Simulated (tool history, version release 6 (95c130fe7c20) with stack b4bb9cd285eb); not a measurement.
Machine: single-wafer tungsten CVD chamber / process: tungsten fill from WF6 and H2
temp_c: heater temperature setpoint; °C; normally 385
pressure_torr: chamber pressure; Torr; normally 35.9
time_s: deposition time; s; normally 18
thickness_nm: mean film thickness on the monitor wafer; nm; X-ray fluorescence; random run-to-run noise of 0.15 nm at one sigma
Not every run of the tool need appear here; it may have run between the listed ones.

run   hour  temp_c  pressure_torr  time_s  read-back reference wafer on the same gauge, thickness_nm  thickness_nm
  1      0     385           35.9      18                                                     38.736        40.869
  2   18.2     385           35.9      18                                                     38.695        41.059
  3   36.9     385           30.7      18                                                     38.683        39.207
  4   70.8     385           30.7      18                                                     38.707        39.044
  5  101.6     385           30.7      18                                                     38.723        39.057
  6  114.1     385           35.9      18                                                     38.699        40.801
  7  149.1     385           35.9      18                                                     38.694         41.18
  8  169.9     385           35.9      18                                                     38.677        40.991
  9  184.1     385           41.1      18                                                     38.677        42.861
 10  219.9     385           41.1      18                                                     38.611        42.788
 11  249.5     385           35.9      18                                                     38.741        41.107
     260.1  -- capacitance manometer re-zeroed and calibrated
 12    283     390           35.9    21.5                                                     38.759        53.908
 13  298.2     385           35.9      18                                                     38.693         41.05
     336.7  -- gauge calibrated
     350.7  -- thermocouple changed; heater temperature recalibrated
 14  381.4     385           27.2    19.3                                                     38.734        40.456
 15  401.4     385           35.9      18                                                     38.707        40.987
 16  428.9     385           35.9      18                                                     38.758        40.914
 17    450     385           32.7      18                                                     38.696        40.022
     463.5  -- showerhead replaced
 18    464     385           35.9      18                                                     38.683        41.044
 19  510.9     400           35.9    18.9                                                     38.717        57.123
 20  527.2     385           35.9    20.9                                                     38.639        47.741
 21  560.4     377           28.8    20.9                                                     38.688        38.315
 22    580     398           35.9    19.7                                                     38.702        57.217
 23    595     392           27.8      18                                                      38.66         43.43

Alternative continuations, all from the tool just after run 23; predict every row:
  A  595.4     385           35.9      18                                                          ?             ?
  B  595.4     399           33.2    21.4                                                          ?             ?
  C  595.4     385           33.2      18                                                          ?             ?
  D  595.4     385           27.8    20.4                                                          ?             ?
  E  595.4     393           31.4    16.4                                                          ?             ?

run  read-back reference wafer on the same gauge, thickness_nm  thickness_nm
  A                                                     38.705        41.101
  B                                                     38.705        61.917
  C                                                     38.705        40.133
  D                                                     38.705        43.218
  E                                                     38.705        41.796
Had the tool no hidden state, the same runs would have come out as:
run  thickness_nm
  A        41.101
  B        61.917
  C        40.133
  D        43.218
  E        41.796

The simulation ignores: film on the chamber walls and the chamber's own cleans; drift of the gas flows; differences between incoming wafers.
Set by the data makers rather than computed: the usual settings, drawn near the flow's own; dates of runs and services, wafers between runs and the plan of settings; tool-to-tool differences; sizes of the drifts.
